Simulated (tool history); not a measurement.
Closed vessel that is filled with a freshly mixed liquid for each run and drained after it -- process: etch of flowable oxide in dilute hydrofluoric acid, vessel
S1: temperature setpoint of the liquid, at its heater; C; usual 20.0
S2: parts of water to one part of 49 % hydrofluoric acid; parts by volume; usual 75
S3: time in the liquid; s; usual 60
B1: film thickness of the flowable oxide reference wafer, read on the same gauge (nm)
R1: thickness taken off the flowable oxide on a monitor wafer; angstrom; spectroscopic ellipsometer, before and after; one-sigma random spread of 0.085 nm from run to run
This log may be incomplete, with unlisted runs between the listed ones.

run 1 hour=0.0 | S1=20.0 S2=75 S3=60 | B1=39.99 | R1=180.4
run 2 hour=17.6 | S1=17.0 S2=105 S3=60 | B1=39.98 | R1=109.3
run 3 hour=25.6 | S1=17.0 S2=105 S3=60 | B1=40.00 | R1=110.9
run 4 hour=34.0 | S1=17.0 S2=105 S3=60 | B1=40.01 | R1=110.7
run 5 hour=51.6 | S1=20.0 S2=75 S3=60 | B1=40.01 | R1=181.0
run 6 hour=67.8 | S1=20.0 S2=75 S3=75 | B1=39.99 | R1=230.0
run 7 hour=79.4 | S1=20.0 S2=75 S3=60 | B1=40.00 | R1=182.6
run 8 hour=87.4 | S1=20.0 S2=75 S3=60 | B1=39.99 | R1=182.7
run 9 hour=100.3 | S1=20.0 S2=75 S3=60 | B1=40.00 | R1=182.0
run 10 hour=112.5 | S1=20.0 S2=75 S3=60 | B1=40.02 | R1=183.2
run 11 hour=129.3 | S1=20.0 S2=75 S3=60 | B1=40.00 | R1=183.4
run 12 hour=138.9 | S1=21.5 S2=55 S3=50 | B1=40.00 | R1=228.6
run 13 hour=145.5 | S1=20.0 S2=75 S3=70 | B1=40.00 | R1=213.5
-- hour=146.8 thermometer replaced
run 14 hour=161.0 | S1=17.0 S2=50 S3=30 | B1=40.00 | R1=112.5
-- hour=174.7 gauge calibrated
run 15 hour=175.1 | S1=17.0 S2=75 S3=35 | B1=40.00 | R1=85.1
-- hour=178.7 hydrofluoric acid flow meter replaced
run 16 hour=186.8 | S1=20.0 S2=75 S3=60 | B1=39.99 | R1=195.2
run 17 hour=199.4 | S1=21.5 S2=35 S3=70 | B1=40.00 | R1=548.5
run 18 hour=211.7 | S1=23.0 S2=75 S3=40 | B1=40.00 | R1=147.9
run 19 hour=223.8 | S1=20.0 S2=75 S3=30 | B1=39.99 | R1=98.5
run 20 hour=230.9 | S1=22.5 S2=75 S3=60 | B1=40.00 | R1=218.3
run 21 hour=243.8 | S1=23.0 S2=105 S3=50 | B1=40.02 | R1=127.2
run 22 hour=251.9 | S1=20.0 S2=75 S3=35 | B1=40.00 | R1=115.3
run 23 hour=258.8 | S1=17.0 S2=105 S3=60 | B1=40.00 | R1=120.4

Branching from run 23: 3 alternative next runs. What would each branch give?
run A hour=259.5 | S1=20.0 S2=75 S3=95 | B1=? | R1=?
run B hour=259.5 | S1=17.0 S2=75 S3=60 | B1=? | R1=?
run C hour=259.5 | S1=17.0 S2=40 S3=40 | B1=? | R1=?

run=A B1=39.99 R1=310.3
run=B B1=39.99 R1=172.8
run=C B1=39.99 R1=224.7
Stripped of hidden state, with their random variation kept, the same runs would have yielded:
run=A R1=303.7
run=B R1=168.9
run=C R1=219.5
